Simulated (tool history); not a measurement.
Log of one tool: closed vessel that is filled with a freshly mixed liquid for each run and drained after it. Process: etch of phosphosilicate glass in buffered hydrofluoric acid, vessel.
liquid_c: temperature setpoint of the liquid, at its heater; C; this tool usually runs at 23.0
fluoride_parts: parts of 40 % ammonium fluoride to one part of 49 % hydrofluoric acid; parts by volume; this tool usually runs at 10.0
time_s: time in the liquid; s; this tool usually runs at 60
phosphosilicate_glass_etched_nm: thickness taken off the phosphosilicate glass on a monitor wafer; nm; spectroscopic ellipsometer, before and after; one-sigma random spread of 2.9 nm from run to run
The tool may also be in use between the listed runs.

| run | hour | liquid_c | fluoride_parts | time_s | wafers since the last listed run | hours since the thermometer was replaced | hours since the hydrofluoric acid flow meter was replaced | hours since the gauge calibration | read-back film thickness of the phosphosilicate glass reference wafer, read on the same gauge (nm) | phosphosilicate_glass_etched_nm |
|---|---|---|---|---|---|---|---|---|---|---|
| 1 | 0.0 | 23.0 | 10.0 | 60 | 0 | 2400.8 | 504.3 | 2340.6 | 59.99 | 523.54 |
| 2 | 107.7 | 23.0 | 10.0 | 60 | 7644 | 2508.5 | 612.0 | 2448.3 | 59.97 | 527.12 |
|  | 108.7 | gauge calibrated |
|  | 120.4 | hydrofluoric acid flow meter replaced |
| 3 | 204.0 | 23.0 | 10.0 | 60 | 6764 | 2604.8 | 83.6 | 95.3 | 60.00 | 522.10 |
|  | 247.2 | thermometer replaced |
| 4 | 281.2 | 23.0 | 10.0 | 60 | 5408 | 34.0 | 160.8 | 172.5 | 60.02 | 510.13 |
| 5 | 367.2 | 19.5 | 10.0 | 60 | 6104 | 120.0 | 246.8 | 258.5 | 60.00 | 416.34 |
| 6 | 420.2 | 23.0 | 10.0 | 60 | 3761 | 173.0 | 299.8 | 311.5 | 59.96 | 504.99 |
| 7 | 460.7 | 23.0 | 10.0 | 60 | 2874 | 213.5 | 340.3 | 352.0 | 59.98 | 508.80 |
| 8 | 517.0 | 23.0 | 10.0 | 60 | 3996 | 269.8 | 396.6 | 408.3 | 60.01 | 502.20 |
| 9 | 581.7 | 23.0 | 10.0 | 60 | 4592 | 334.5 | 461.3 | 473.0 | 59.99 | 509.32 |
| 10 | 650.3 | 23.0 | 10.0 | 60 | 4869 | 403.1 | 529.9 | 541.6 | 60.02 | 500.77 |
| 11 | 691.2 | 23.0 | 10.0 | 60 | 2903 | 444.0 | 570.8 | 582.5 | 60.02 | 510.46 |
|  | 736.7 | thermometer replaced, repeated, since the last time left the tool worse |
|  | 777.0 | hydrofluoric acid flow meter replaced |
| 12 | 783.8 | 23.0 | 10.0 | 60 | 6430 | 47.1 | 6.8 | 675.1 | 59.99 | 541.95 |
| 13 | 828.4 | 21.5 | 11.5 | 60 | 3165 | 91.7 | 51.4 | 719.7 | 60.04 | 431.23 |
| 14 | 880.3 | 23.0 | 10.0 | 60 | 3683 | 143.6 | 103.3 | 771.6 | 60.01 | 536.57 |
| 15 | 920.3 | 23.0 | 12.5 | 60 | 2839 | 183.6 | 143.3 | 811.6 | 60.03 | 436.60 |
| 16 | 1025.5 | 19.5 | 13.0 | 60 | 7467 | 288.8 | 248.5 | 916.8 | 59.99 | 344.41 |
| 17 | 1092.3 | 27.5 | 9.0 | 50 | 4741 | 355.6 | 315.3 | 983.6 | 60.01 | 606.90 |
| 18 | 1187.2 | 23.0 | 13.5 | 35 | 6736 | 450.5 | 410.2 | 1078.5 | 60.03 | 234.23 |
| 19 | 1229.9 | 27.0 | 11.0 | 60 | 3030 | 493.2 | 452.9 | 1121.2 | 60.01 | 609.12 |
| 20 | 1279.1 | 21.5 | 6.5 | 50 | 3492 | 542.4 | 502.1 | 1170.4 | 60.01 | 613.50 |
| 21 | 1372.3 | 19.5 | 10.0 | 60 | 6615 | 635.6 | 595.3 | 1263.6 | 60.02 | 440.66 |
|  | 1432.9 | hydrofluoric acid flow meter replaced |
| 22 | 1566.7 | 26.0 | 10.0 | 95 | 13727 | 830.0 | 133.8 | 1458.0 | 59.96 | 998.70 |
| 23 | 1605.5 | 24.5 | 7.5 | 85 | 2754 | 868.8 | 172.6 | 1496.8 | 60.03 | 1079.90 |
| 24 | 1663.8 | 23.0 | 10.0 | 80 | 4138 | 927.1 | 230.9 | 1555.1 | 60.01 | 718.54 |
| 25 | 1700.3 | 18.5 | 10.0 | 95 | 2590 | 963.6 | 267.4 | 1591.6 | 60.01 | 663.80 |
| 26 | 1741.2 | 23.0 | 10.0 | 60 | 2903 | 1004.5 | 308.3 | 1632.5 | 59.99 | 530.38 |
| 27 | 1783.5 | 19.0 | 8.5 | 35 | 3002 | 1046.8 | 350.6 | 1674.8 | 59.99 | 283.84 |
| 28 | 1881.0 | 23.0 | 10.0 | 60 | 6920 | 1144.3 | 448.1 | 1772.3 | 60.01 | 531.05 |
| 29 | 1981.3 | 23.0 | 11.0 | 60 | 7119 | 1244.6 | 548.4 | 1872.6 | 60.04 | 480.58 |
| 30 | 2083.9 | 26.0 | 13.0 | 60 | 7282 | 1347.2 | 651.0 | 1975.2 | 60.00 | 487.00 |
|  | 2138.7 | hydrofluoric acid flow meter replaced |
| 31 | 2153.7 | 20.0 | 8.5 | 75 | 4883 | 1417.0 | 15.0 | 2045.0 | 59.97 | 636.15 |

5 ways to go on from here, each from the tool as it stands after run 31. What would each give?
| A | 2154.4 | 21.5 | 10.0 | 60 | 49 | 1417.7 | 15.7 | 2045.7 | ? | ? |
| B | 2154.4 | 23.0 | 10.0 | 70 | 49 | 1417.7 | 15.7 | 2045.7 | ? | ? |
| C | 2154.4 | 24.5 | 11.5 | 50 | 49 | 1417.7 | 15.7 | 2045.7 | ? | ? |
| D | 2154.4 | 19.0 | 13.5 | 75 | 49 | 1417.7 | 15.7 | 2045.7 | ? | ? |
| E | 2154.4 | 23.0 | 13.5 | 60 | 49 | 1417.7 | 15.7 | 2045.7 | ? | ? |

| run | read-back film thickness of the phosphosilicate glass reference wafer, read on the same gauge (nm) | phosphosilicate_glass_etched_nm |
|---|---|---|
| A | 60.00 | 486.58 |
| B | 60.00 | 616.76 |
| C | 60.00 | 417.37 |
| D | 60.00 | 394.30 |
| E | 60.00 | 394.34 |
With no hidden state in the tool, these same runs would have given:
| run | phosphosilicate_glass_etched_nm |
|---|---|
| A | 496.40 |
| B | 629.08 |
| C | 425.63 |
| D | 402.40 |
| E | 402.23 |

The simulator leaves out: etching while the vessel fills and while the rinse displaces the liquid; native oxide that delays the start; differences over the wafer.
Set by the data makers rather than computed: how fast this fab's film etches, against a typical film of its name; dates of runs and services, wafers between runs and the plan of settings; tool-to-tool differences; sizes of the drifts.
